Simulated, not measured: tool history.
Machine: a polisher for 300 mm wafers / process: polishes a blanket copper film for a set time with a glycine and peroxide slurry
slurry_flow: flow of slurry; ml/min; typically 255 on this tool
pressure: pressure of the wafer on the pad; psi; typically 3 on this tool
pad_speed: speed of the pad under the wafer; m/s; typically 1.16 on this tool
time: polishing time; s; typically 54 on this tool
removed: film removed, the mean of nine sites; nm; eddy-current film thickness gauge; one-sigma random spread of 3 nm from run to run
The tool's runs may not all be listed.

run	hour	slurry_flow	pressure	pad_speed	time	incoming thickness of the incoming film, nm	removed
1	0	255	3	1.16	54	2374.6	346.8
2	58	255	3	1.16	54	2386	334.7
3	109.2	255	3	1.16	54	2413.9	333.6
4	173.9	255	3	1.16	54	2414.2	344.1
5	221.9	255	3.2	1.16	54	2372.4	359.4
6	265.3	255	3.2	1.16	54	2359	358.7
7	300.4	255	3.2	1.16	54	2392.2	350.7
8	449.3	255	3	0.98	54	2408.9	262.9
9	512.7	255	3	0.98	54	2408.3	304.2
10	579.1	255	3.5	1.16	54	2396.1	394.2
11	606	205	2.7	0.9	39	2380.4	180.4
12	645.3	255	3	0.86	66	2346.4	315.9
13	717.1	255	3	0.8	54	2452.3	258.6
14	786.4	290	2.6	1.54	65	2368.9	474.2
15	817.9	300	3.6	1.16	64	2432.9	485.8
16	854	315	2.2	0.92	66	2378.3	267.4
17	912	255	3	1.16	46	2400.1	302.6
18	973.5	255	3	1.16	54	2397	348.1
19	1032.7	290	3	1.16	39	2432.2	250.2
20	1060.6	255	3	1.16	54	2438.8	338.2

Taken out of this log: 8 entries between the listed runs. Where each belongs, and how the hidden state differs across it:
In the gap between runs 3 and 4: worn pad replaced by a new one (hour 138.3)
  removal rate lost through wear of the pad, %: 5.71 -> 2.53
  what was measured, less what the result would be without the hidden state, removed: -20.2 -> -9 nm
In the gap between runs 7 and 8: worn pad replaced by a new one (hour 335.7); slurry nozzle cleaned (hour 400.1)
  removal rate lost through wear of the pad, %: 5.41 -> 14.7
  what was measured, less what the result would be without the hidden state, removed: -20 -> -45.4 nm
In the gap between runs 8 and 9: head pressure recalibrated (hour 466.5); worn pad replaced by a new one, repeated, since the last time left the tool worse (hour 508.7)
  removal rate lost through wear of the pad, %: 14.7 -> 0.945
  what was measured, less what the result would be without the hidden state, removed: -45.4 -> -2.9 nm
In the gap between runs 12 and 13: worn pad replaced by a new one (hour 716.1)
  removal rate lost through wear of the pad, %: 5.52 -> 0.13
  what was measured, less what the result would be without the hidden state, removed: -18.5 -> -0.4 nm
In the gap between runs 16 and 17: worn pad replaced by a new one (hour 905.1)
  removal rate lost through wear of the pad, %: 4.96 -> 0.543
  what was measured, less what the result would be without the hidden state, removed: -13.9 -> -1.6 nm
In the gap between runs 18 and 19: slurry nozzle cleaned (hour 989.8)
  removal rate lost through wear of the pad, %: 3.56 -> 4.79
  what was measured, less what the result would be without the hidden state, removed: -12.9 -> -12.6 nm
